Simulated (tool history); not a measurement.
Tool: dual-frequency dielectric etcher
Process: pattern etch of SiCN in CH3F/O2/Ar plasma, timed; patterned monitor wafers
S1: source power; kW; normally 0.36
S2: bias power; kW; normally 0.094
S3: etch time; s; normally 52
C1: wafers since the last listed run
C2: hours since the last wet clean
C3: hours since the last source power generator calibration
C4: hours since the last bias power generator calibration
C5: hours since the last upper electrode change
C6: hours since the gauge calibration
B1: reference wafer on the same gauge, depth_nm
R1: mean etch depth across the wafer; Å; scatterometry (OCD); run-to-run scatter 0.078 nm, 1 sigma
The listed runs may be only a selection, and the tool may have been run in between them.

run 1 hour=0 | S1=0.36 S2=0.104 S3=52 | C1=0 C2=458.6 C3=3919.9 C4=520 C5=3290.3 C6=759.8 | B1=19.61 | R1=214.9
run 2 hour=43.5 | S1=0.36 S2=0.094 S3=52 | C1=624 C2=502.1 C3=3963.4 C4=563.5 C5=3333.8 C6=803.3 | B1=19.6 | R1=204.9
run 3 hour=119.1 | S1=0.36 S2=0.094 S3=52 | C1=1085 C2=577.7 C3=4039 C4=639.1 C5=3409.4 C6=878.9 | B1=19.6 | R1=206.9
run 4 hour=179.7 | S1=0.36 S2=0.094 S3=52 | C1=869 C2=638.3 C3=4099.6 C4=699.7 C5=3470 C6=939.5 | B1=19.6 | R1=205.8
run 5 hour=273.9 | S1=0.43 S2=0.078 S3=39 | C1=1352 C2=732.5 C3=4193.8 C4=793.9 C5=3564.2 C6=1033.7 | B1=19.58 | R1=150.7
-- hour=301.8 wet clean of the chamber
run 6 hour=349.3 | S1=0.4 S2=0.094 S3=46 | C1=737 C2=47.5 C3=4269.2 C4=869.3 C5=3639.6 C6=1109.1 | B1=19.6 | R1=189.2
run 7 hour=387.4 | S1=0.36 S2=0.094 S3=52 | C1=546 C2=85.6 C3=4307.3 C4=907.4 C5=3677.7 C6=1147.2 | B1=19.59 | R1=207.2
run 8 hour=464.1 | S1=0.36 S2=0.094 S3=52 | C1=1101 C2=162.3 C3=4384 C4=984.1 C5=3754.4 C6=1223.9 | B1=19.58 | R1=206.8
run 9 hour=517.1 | S1=0.29 S2=0.094 S3=37.5 | C1=760 C2=215.3 C3=4437 C4=1037.1 C5=3807.4 C6=1276.9 | B1=19.59 | R1=138.9
run 10 hour=555.9 | S1=0.43 S2=0.115 S3=52 | C1=556 C2=254.1 C3=4475.8 C4=1075.9 C5=3846.2 C6=1315.7 | B1=19.6 | R1=237.8
run 11 hour=593.4 | S1=0.32 S2=0.076 S3=41 | C1=538 C2=291.6 C3=4513.3 C4=1113.4 C5=3883.7 C6=1353.2 | B1=19.61 | R1=143.2
run 12 hour=667.5 | S1=0.36 S2=0.094 S3=52 | C1=1063 C2=365.7 C3=4587.4 C4=1187.5 C5=3957.8 C6=1427.3 | B1=19.6 | R1=205.6
run 13 hour=719.3 | S1=0.36 S2=0.094 S3=52 | C1=743 C2=417.5 C3=4639.2 C4=1239.3 C5=4009.6 C6=1479.1 | B1=19.59 | R1=206.7
-- hour=753.6 source power generator calibrated
run 14 hour=815.9 | S1=0.43 S2=0.108 S3=52 | C1=1329 C2=514.1 C3=62.3 C4=1335.9 C5=4106.2 C6=1575.7 | B1=19.59 | R1=234
run 15 hour=928.7 | S1=0.34 S2=0.083 S3=42.5 | C1=1619 C2=626.9 C3=175.1 C4=1448.7 C5=4219 C6=1688.5 | B1=19.59 | R1=158.2
run 16 hour=974.7 | S1=0.41 S2=0.087 S3=60.5 | C1=660 C2=672.9 C3=221.1 C4=1494.7 C5=4265 C6=1734.5 | B1=19.61 | R1=243.1
run 17 hour=1012.3 | S1=0.44 S2=0.076 S3=52 | C1=539 C2=710.5 C3=258.7 C4=1532.3 C5=4302.6 C6=1772.1 | B1=19.6 | R1=202.9
run 18 hour=1119 | S1=0.4 S2=0.073 S3=46 | C1=1531 C2=817.2 C3=365.4 C4=1639 C5=4409.3 C6=1878.8 | B1=19.61 | R1=171.8
-- hour=1163.2 wet clean of the chamber
-- hour=1210 upper electrode replaced
run 19 hour=1210.5 | S1=0.36 S2=0.094 S3=43 | C1=624 C2=47.3 C3=456.9 C4=1730.5 C5=0.5 C6=1970.3 | B1=19.59 | R1=171.3
run 20 hour=1290.9 | S1=0.44 S2=0.094 S3=52 | C1=1154 C2=127.7 C3=537.3 C4=1810.9 C5=80.9 C6=2050.7 | B1=19.58 | R1=222.2
-- hour=1344.6 source power generator calibrated, repeated, since the last time left the tool worse
-- hour=1358.4 gauge calibrated
run 21 hour=1394.4 | S1=0.36 S2=0.082 S3=43.5 | C1=1428 C2=231.2 C3=49.8 C4=1914.4 C5=184.4 C6=36 | B1=19.59 | R1=161.5
run 22 hour=1469.2 | S1=0.44 S2=0.094 S3=52 | C1=1073 C2=306 C3=124.6 C4=1989.2 C5=259.2 C6=110.8 | B1=19.62 | R1=217.4
run 23 hour=1523.4 | S1=0.28 S2=0.094 S3=52 | C1=778 C2=360.2 C3=178.8 C4=2043.4 C5=313.4 C6=165 | B1=19.61 | R1=189
run 24 hour=1595.6 | S1=0.44 S2=0.105 S3=44 | C1=1036 C2=432.4 C3=251 C4=2115.6 C5=385.6 C6=237.2 | B1=19.6 | R1=192.8
run 25 hour=1639.8 | S1=0.36 S2=0.102 S3=66 | C1=634 C2=476.6 C3=295.2 C4=2159.8 C5=429.8 C6=281.4 | B1=19.59 | R1=268.5
run 26 hour=1731.4 | S1=0.36 S2=0.094 S3=52 | C1=1314 C2=568.2 C3=386.8 C4=2251.4 C5=521.4 C6=373 | B1=19.61 | R1=204
run 27 hour=1828.6 | S1=0.36 S2=0.094 S3=40 | C1=1395 C2=665.4 C3=484 C4=2348.6 C5=618.6 C6=470.2 | B1=19.6 | R1=156.8
run 28 hour=1870.8 | S1=0.45 S2=0.071 S3=42.5 | C1=605 C2=707.6 C3=526.2 C4=2390.8 C5=660.8 C6=512.4 | B1=19.6 | R1=158.7
-- hour=2060 wet clean of the chamber
run 29 hour=2185.7 | S1=0.36 S2=0.094 S3=52 | C1=4175 C2=125.7 C3=841.1 C4=2705.7 C5=975.7 C6=827.3 | B1=19.59 | R1=204.2

Forecast each of these 5 alternatives for the next run:
run A hour=2186.1 | S1=0.36 S2=0.094 S3=59 | C1=5 C2=126.1 C3=841.5 C4=2706.1 C5=976.1 C6=827.7 | B1=? | R1=?
run B hour=2186.1 | S1=0.36 S2=0.105 S3=52 | C1=5 C2=126.1 C3=841.5 C4=2706.1 C5=976.1 C6=827.7 | B1=? | R1=?
run C hour=2186.1 | S1=0.36 S2=0.106 S3=52 | C1=5 C2=126.1 C3=841.5 C4=2706.1 C5=976.1 C6=827.7 | B1=? | R1=?
run D hour=2186.1 | S1=0.39 S2=0.073 S3=40 | C1=5 C2=126.1 C3=841.5 C4=2706.1 C5=976.1 C6=827.7 | B1=? | R1=?
run E hour=2186.1 | S1=0.42 S2=0.077 S3=59.5 | C1=5 C2=126.1 C3=841.5 C4=2706.1 C5=976.1 C6=827.7 | B1=? | R1=?

run=A B1=19.63 R1=231
run=B B1=19.63 R1=213.5
run=C B1=19.63 R1=214.4
run=D B1=19.63 R1=144.2
run=E B1=19.63 R1=224.7
Without the tool's unlogged condition, the same runs would have read:
run=A R1=230.8
run=B R1=213.4
run=C R1=214.3
run=D R1=144.1
run=E R1=224.6
